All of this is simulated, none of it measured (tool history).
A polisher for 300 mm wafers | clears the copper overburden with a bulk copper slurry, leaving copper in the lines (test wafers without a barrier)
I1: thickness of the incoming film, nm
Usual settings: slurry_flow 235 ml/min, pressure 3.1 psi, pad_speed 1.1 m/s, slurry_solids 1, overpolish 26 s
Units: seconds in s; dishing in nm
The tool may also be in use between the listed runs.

run 1 day=0 | slurry_flow=235 pressure=3.1 pad_speed=1.1 slurry_solids=1 overpolish=26 | I1=712.7 | seconds=67.7 dishing=136.3
run 2 day=1.504 | slurry_flow=235 pressure=3.1 pad_speed=1.1 slurry_solids=1 overpolish=26 | I1=716.6 | seconds=68.6 dishing=133.8
run 3 day=3.742 | slurry_flow=235 pressure=3.1 pad_speed=1.1 slurry_solids=1 overpolish=26 | I1=713.8 | seconds=68.8 dishing=137
run 4 day=4.992 | slurry_flow=235 pressure=3.1 pad_speed=1.1 slurry_solids=1 overpolish=26 | I1=712.7 | seconds=68 dishing=133.7
-- day=6.046 slurry nozzle cleaned
run 5 day=6.892 | slurry_flow=235 pressure=3.1 pad_speed=1.1 slurry_solids=1 overpolish=26 | I1=713.7 | seconds=66.8 dishing=134.8
run 6 day=9.533 | slurry_flow=235 pressure=3.1 pad_speed=1.1 slurry_solids=1 overpolish=26 | I1=693.8 | seconds=63.9 dishing=137.5
run 7 day=10.571 | slurry_flow=290 pressure=3.1 pad_speed=1.1 slurry_solids=0.85 overpolish=26 | I1=698.5 | seconds=64.5 dishing=137.5
run 8 day=12.829 | slurry_flow=235 pressure=3.1 pad_speed=1.38 slurry_solids=1 overpolish=26 | I1=715.5 | seconds=52.7 dishing=154.1
-- day=13.017 slurry blender recalibrated
run 9 day=14.142 | slurry_flow=195 pressure=3.1 pad_speed=1.1 slurry_solids=1 overpolish=26 | I1=711.1 | seconds=66.4 dishing=134.3
run 10 day=15.762 | slurry_flow=170 pressure=3.8 pad_speed=1.34 slurry_solids=1 overpolish=39 | I1=706.3 | seconds=45 dishing=185.3
run 11 day=18.475 | slurry_flow=235 pressure=3.1 pad_speed=1.1 slurry_solids=1 overpolish=26 | I1=711.4 | seconds=63.8 dishing=139.5
-- day=19.729 worn pad replaced by a new one
run 12 day=20.4 | slurry_flow=235 pressure=4.1 pad_speed=0.8 slurry_solids=0.9 overpolish=11 | I1=715.6 | seconds=68.7 dishing=78.9
run 13 day=23.329 | slurry_flow=195 pressure=3.7 pad_speed=1.1 slurry_solids=0.7 overpolish=12 | I1=720 | seconds=57.3 dishing=95.1
run 14 day=26.175 | slurry_flow=290 pressure=3.1 pad_speed=1.36 slurry_solids=1 overpolish=37 | I1=715.4 | seconds=51.3 dishing=172.6
run 15 day=29.112 | slurry_flow=235 pressure=3.1 pad_speed=1.1 slurry_solids=1 overpolish=26 | I1=705.6 | seconds=62.6 dishing=138
-- day=29.658 head pressure recalibrated
run 16 day=30.688 | slurry_flow=270 pressure=3.8 pad_speed=0.84 slurry_solids=0.85 overpolish=26 | I1=716.6 | seconds=78.2 dishing=131
run 17 day=32.112 | slurry_flow=235 pressure=3.1 pad_speed=1.32 slurry_solids=1.3 overpolish=40 | I1=719 | seconds=54.2 dishing=168.5
run 18 day=33.25 | slurry_flow=235 pressure=3.7 pad_speed=1.1 slurry_solids=1.25 overpolish=26 | I1=724.4 | seconds=56 dishing=151
run 19 day=34.604 | slurry_flow=285 pressure=3.1 pad_speed=1.1 slurry_solids=1.2 overpolish=26 | I1=704.9 | seconds=64.7 dishing=135.3
-- day=36.621 slurry blender recalibrated
run 20 day=37.05 | slurry_flow=185 pressure=2.4 pad_speed=1.1 slurry_solids=1 overpolish=26 | I1=706.8 | seconds=92.2 dishing=108.6
-- day=38.788 slurry nozzle cleaned
-- day=39.396 worn pad replaced by a new one
run 21 day=39.979 | slurry_flow=235 pressure=3.1 pad_speed=1.1 slurry_solids=1 overpolish=26 | I1=707.5 | seconds=71.7 dishing=134.3
run 22 day=42.833 | slurry_flow=235 pressure=3.1 pad_speed=1.1 slurry_solids=0.8 overpolish=19 | I1=710.8 | seconds=70.3 dishing=111.4
run 23 day=45.575 | slurry_flow=175 pressure=2.1 pad_speed=1.1 slurry_solids=0.8 overpolish=14 | I1=698.7 | seconds=107.5 dishing=63.2
run 24 day=47.908 | slurry_flow=235 pressure=3.1 pad_speed=1.1 slurry_solids=1 overpolish=26 | I1=701.6 | seconds=68.4 dishing=135.3
run 25 day=50.179 | slurry_flow=305 pressure=3.1 pad_speed=0.84 slurry_solids=0.9 overpolish=26 | I1=714.1 | seconds=88.6 dishing=117.3
run 26 day=51.829 | slurry_flow=270 pressure=3.4 pad_speed=1.38 slurry_solids=1 overpolish=26 | I1=699.9 | seconds=45.8 dishing=161.8
run 27 day=60.533 | slurry_flow=235 pressure=3.1 pad_speed=1.1 slurry_solids=1 overpolish=26 | I1=716.4 | seconds=65.6 dishing=135.9
-- day=62.271 slurry blender recalibrated
run 28 day=62.838 | slurry_flow=235 pressure=3.1 pad_speed=1.1 slurry_solids=0.8 overpolish=26 | I1=705.1 | seconds=68.1 dishing=138.4
-- day=64.175 worn pad replaced by a new one
run 29 day=65.825 | slurry_flow=235 pressure=3.1 pad_speed=0.9 slurry_solids=1 overpolish=15 | I1=716.7 | seconds=82 dishing=86.6

3 ways to go on from here, each from the tool as it stands after run 29. What would each give?
run A day=65.842 | slurry_flow=160 pressure=3.1 pad_speed=1.1 slurry_solids=1 overpolish=26 | I1=706.8 | seconds=? dishing=?
run B day=65.842 | slurry_flow=235 pressure=3.6 pad_speed=1.36 slurry_solids=1.2 overpolish=26 | I1=706.8 | seconds=? dishing=?
run C day=65.842 | slurry_flow=155 pressure=3.1 pad_speed=1.1 slurry_solids=1 overpolish=33 | I1=706.8 | seconds=? dishing=?

run=A seconds=69.8 dishing=134.9
run=B seconds=45 dishing=167
run=C seconds=70.1 dishing=149.9
Without the tool's hidden state the same runs would have given:
run=A seconds=75.6 dishing=127.8
run=B seconds=48.7 dishing=159.6
run=C seconds=75.9 dishing=142.7

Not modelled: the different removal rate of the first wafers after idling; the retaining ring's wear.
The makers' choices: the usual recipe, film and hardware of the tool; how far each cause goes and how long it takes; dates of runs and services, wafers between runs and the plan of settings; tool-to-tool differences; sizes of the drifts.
